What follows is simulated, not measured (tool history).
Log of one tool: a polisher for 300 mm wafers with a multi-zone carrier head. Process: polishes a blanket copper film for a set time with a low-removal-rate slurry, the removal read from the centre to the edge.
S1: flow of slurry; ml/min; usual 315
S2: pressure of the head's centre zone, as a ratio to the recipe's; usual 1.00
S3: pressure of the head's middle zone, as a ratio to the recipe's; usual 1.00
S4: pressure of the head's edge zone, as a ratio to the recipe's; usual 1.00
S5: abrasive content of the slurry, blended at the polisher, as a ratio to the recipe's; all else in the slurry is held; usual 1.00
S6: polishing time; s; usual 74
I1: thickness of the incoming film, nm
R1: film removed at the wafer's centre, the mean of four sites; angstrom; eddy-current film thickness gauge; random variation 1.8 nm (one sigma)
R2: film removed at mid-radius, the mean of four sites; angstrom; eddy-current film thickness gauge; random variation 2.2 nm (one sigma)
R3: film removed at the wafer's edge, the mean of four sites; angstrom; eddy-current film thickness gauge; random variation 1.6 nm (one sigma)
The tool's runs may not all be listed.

run   hour   S1    S2    S3    S4    S5  S6     I1    R1    R2    R3
  1    0.0  360  1.00  1.00  1.00  1.00  74  698.9  1879  1825  1883
  2   16.7  360  1.00  1.00  1.00  1.00  74  714.3  1826  1861  1843
  3   26.4  360  1.00  1.00  1.00  1.00  74  705.9  1851  1814  1846
  4   33.6  315  1.00  1.00  1.00  1.00  74  694.4  1773  1827  1837
  5   49.8  315  0.96  1.00  0.90  1.00  97  707.2  2253  2388  2318
  6   62.8  230  1.00  1.00  1.00  1.20  74  701.0  1787  1850  1854
      74.2  -- carrier head's membrane replaced by a new one
  7   74.7  275  1.00  1.00  1.00  1.00  56  704.2  1293  1343  1343
  8   88.4  315  1.00  0.96  1.00  1.00  74  705.1  1732  1736  1808
  9   99.8  275  1.05  1.00  1.00  1.00  63  704.9  1516  1475  1530
 10  106.7  315  0.93  1.00  0.95  1.00  74  706.5  1598  1752  1747
     114.3  -- worn pad replaced by a new one
 11  122.3  220  1.00  1.00  1.00  0.90  74  688.0  1644  1733  1726
     133.5  -- edge zone pressure recalibrated
 12  134.2  275  1.07  1.06  1.00  1.00  53  688.8  1321  1370  1318
 13  147.9  315  1.00  1.00  1.00  1.00  74  687.6  1772  1846  1848
     155.0  -- centre zone pressure recalibrated
     157.7  -- slurry nozzle cleaned
 14  163.7  275  1.05  1.00  1.00  1.00  63  699.5  1649  1556  1552
 15  171.7  270  1.00  0.91  1.00  1.00  74  699.1  1849  1721  1836
 16  184.3  395  1.00  1.11  1.00  1.00  74  705.2  1910  1957  1900
 17  202.1  255  1.00  1.00  0.95  1.15  65  695.1  1675  1650  1624
 18  212.3  315  1.11  1.00  1.00  1.00  74  693.4  1993  1790  1838
 19  228.2  360  1.00  1.00  1.00  1.00  74  708.3  1837  1806  1838
 20  238.4  315  1.00  0.95  1.00  1.00  74  692.6  1815  1783  1819
 21  248.5  350  0.95  1.00  1.00  0.80  61  696.5  1384  1423  1405

Forecast each of these 5 alternatives for the next run:
  A  249.0  315  1.00  1.10  1.00  1.00  74  703.6   ?   ?   ?
  B  249.0  315  1.00  1.00  0.90  1.00  88  703.6   ?   ?   ?
  C  249.0  405  1.00  1.00  1.07  1.00  74  703.6   ?   ?   ?
  D  249.0  315  0.96  1.11  1.00  1.00  74  703.6   ?   ?   ?
  E  249.0  315  1.11  1.00  1.00  1.10  55  703.6   ?   ?   ?

run    R1    R2    R3
  A  1783  1830  1802
  B  2119  2069  2056
  C  1816  1769  1880
  D  1730  1840  1802
  E  1468  1326  1375
Without the tool's hidden state the same runs would have given:
run    R1    R2    R3
  A  1866  1899  1870
  B  2218  2146  2133
  C  1901  1836  1951
  D  1811  1908  1869
  E  1537  1375  1427

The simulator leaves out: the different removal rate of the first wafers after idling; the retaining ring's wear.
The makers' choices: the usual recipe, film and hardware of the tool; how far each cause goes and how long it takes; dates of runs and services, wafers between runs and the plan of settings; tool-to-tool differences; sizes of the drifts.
